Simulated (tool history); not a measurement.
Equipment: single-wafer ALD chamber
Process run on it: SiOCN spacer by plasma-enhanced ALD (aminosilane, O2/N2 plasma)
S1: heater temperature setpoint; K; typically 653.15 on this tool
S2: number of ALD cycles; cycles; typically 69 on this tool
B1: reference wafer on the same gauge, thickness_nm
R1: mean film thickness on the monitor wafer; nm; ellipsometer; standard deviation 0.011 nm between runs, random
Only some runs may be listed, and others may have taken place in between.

run 1 day=0.000 | S1=645.15 S2=69 | B1=4.491 | R1=4.317
run 2 day=2.492 | S1=645.15 S2=69 | B1=4.493 | R1=4.316
run 3 day=5.492 | S1=653.15 S2=69 | B1=4.497 | R1=4.318
run 4 day=8.362 | S1=653.15 S2=69 | B1=4.500 | R1=4.337
run 5 day=10.883 | S1=660.15 S2=69 | B1=4.500 | R1=4.340
run 6 day=12.354 | S1=660.15 S2=69 | B1=4.500 | R1=4.319
run 7 day=15.092 | S1=660.15 S2=69 | B1=4.503 | R1=4.324
run 8 day=17.975 | S1=653.15 S2=78 | B1=4.508 | R1=4.896
run 9 day=26.250 | S1=653.15 S2=69 | B1=4.512 | R1=4.350
-- day=27.933 thermocouple changed; heater temperature recalibrated
run 10 day=28.479 | S1=653.15 S2=69 | B1=4.516 | R1=4.340
run 11 day=30.179 | S1=653.15 S2=69 | B1=4.516 | R1=4.347
run 12 day=32.429 | S1=653.15 S2=69 | B1=4.518 | R1=4.354
-- day=32.454 gauge calibrated
run 13 day=33.967 | S1=653.15 S2=69 | B1=4.471 | R1=4.320
run 14 day=36.888 | S1=659.15 S2=83 | B1=4.474 | R1=5.186
run 15 day=39.742 | S1=653.15 S2=69 | B1=4.478 | R1=4.311
run 16 day=41.221 | S1=653.15 S2=69 | B1=4.478 | R1=4.300
run 17 day=42.562 | S1=643.15 S2=77 | B1=4.479 | R1=4.798
run 18 day=48.200 | S1=641.15 S2=60 | B1=4.481 | R1=3.736
run 19 day=49.367 | S1=653.15 S2=77 | B1=4.487 | R1=4.789
run 20 day=51.008 | S1=657.15 S2=77 | B1=4.485 | R1=4.819
run 21 day=52.471 | S1=668.15 S2=69 | B1=4.488 | R1=4.316
run 22 day=54.854 | S1=663.15 S2=76 | B1=4.484 | R1=4.742
run 23 day=56.633 | S1=659.15 S2=63 | B1=4.487 | R1=3.922
run 24 day=59.575 | S1=664.15 S2=57 | B1=4.490 | R1=3.570
run 25 day=61.767 | S1=653.15 S2=69 | B1=4.493 | R1=4.322
run 26 day=65.267 | S1=653.15 S2=69 | B1=4.496 | R1=4.325
run 27 day=67.896 | S1=653.15 S2=60 | B1=4.504 | R1=3.761

4 ways to go on from here, each from the tool as it stands after run 27. What would each give?
run A day=67.917 | S1=653.15 S2=69 | B1=? | R1=?
run B day=67.917 | S1=667.15 S2=69 | B1=? | R1=?
run C day=67.917 | S1=667.15 S2=58 | B1=? | R1=?
run D day=67.917 | S1=667.15 S2=76 | B1=? | R1=?

run=A B1=4.500 R1=4.329
run=B B1=4.500 R1=4.329
run=C B1=4.500 R1=3.639
run=D B1=4.500 R1=4.769
Stripped of hidden state, with their random variation kept, the same runs would have yielded:
run=A R1=4.293
run=B R1=4.293
run=C R1=3.609
run=D R1=4.729
